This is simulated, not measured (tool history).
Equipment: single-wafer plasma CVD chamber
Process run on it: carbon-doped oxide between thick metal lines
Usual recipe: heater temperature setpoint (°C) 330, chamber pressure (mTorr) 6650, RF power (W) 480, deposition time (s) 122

run   hour  heater temperature setpoint (°C)  chamber pressure (mTorr)  RF power (W)  deposition time (s)  read-back reference wafer on the same gauge, thickness_nm  mean film thickness on the monitor wafer (nm)
  1      0                               330                      6650           480                  128                                                    622.248                                        682.361
  2   13.9                               322                      6650           480                  122                                                    621.999                                        673.374
  3   43.4                               330                      6650           480                  122                                                    622.009                                        653.204
  4   63.6                               330                      6650           480                  122                                                    621.906                                        650.802
  5   97.4                               330                      6650           480                  122                                                    621.934                                        652.162
  6  118.8                               330                      6650           480                  122                                                    621.742                                        652.471
  7  132.3                               330                      6650           480                  122                                                    621.981                                        651.797
  8  150.1                               330                      6650           480                  122                                                    622.152                                        652.352
  9  169.7                               330                      6650           480                  122                                                    621.734                                        652.481
     177.3  -- gauge calibrated
 10  185.4                               330                      6650           480                  122                                                    621.852                                        651.638
 11  220.9                               330                      6650           480                  122                                                    621.867                                        652.666
     239.8  -- thermocouple changed; heater temperature recalibrated
 12    242                               330                      6650           480                  122                                                    621.999                                        636.022
 13  259.8                               330                      6650           480                  122                                                    622.245                                        635.483
 14  274.1                               330                      7420           410                  122                                                    621.934                                        584.248
 15  308.4                               343                      6650           395                   99                                                    621.929                                        441.407
       329  -- capacitance manometer re-zeroed and calibrated
     337.1  -- RF generator calibrated
 16  337.6                               321                      6650           575                  122                                                    622.047                                         757.81
 17  353.5                               322                      5490           480                  122                                                    622.129                                        667.964
     366.2  -- showerhead replaced
 18  368.9                               330                      6650           570                  112                                                    622.243                                         668.13
 19  391.6                               339                      5670           405                  133                                                    621.935                                         621.17
 20  404.2                               330                      6650           570                  112                                                    621.974                                        667.065
 21  416.7                               330                      6220           510                  110                                                    621.936                                        611.744
 22  447.4                               335                      7840           525                  138                                                    621.643                                        779.626
 23  464.8                               330                      6650           480                  122                                                     621.69                                        660.238
 24  481.4                               324                      5300           425                  129                                                    622.077                                        647.831

Measured minus without-hidden-state, run by run (identical run-to-run variation in each term; gauge scatter may differ):
Hidden state present: wafer temperature above the value expected at the setpoint (K); delivered RF power above the setpoint (%); true pressure above the setpoint (%); gauge reads high (%).
run  mean film thickness on the monitor wafer (nm)
  1                                        -16.293
  2                                        -14.428
  3                                        -15.695
  4                                         -15.68
  5                                        -15.783
  6                                        -15.833
  7                                        -15.843
  8                                        -15.891
  9                                         -15.93
 10                                        -15.938
 11                                        -16.025
 12                                        -30.885
 13                                        -30.365
 14                                        -30.947
 15                                        -22.974
 16                                         -3.217
 17                                          -3.66
 18                                         -3.875
 19                                         -5.879
 20                                         -4.718
 21                                         -4.803
 22                                         -7.263
 23                                         -6.395
 24                                         -8.398

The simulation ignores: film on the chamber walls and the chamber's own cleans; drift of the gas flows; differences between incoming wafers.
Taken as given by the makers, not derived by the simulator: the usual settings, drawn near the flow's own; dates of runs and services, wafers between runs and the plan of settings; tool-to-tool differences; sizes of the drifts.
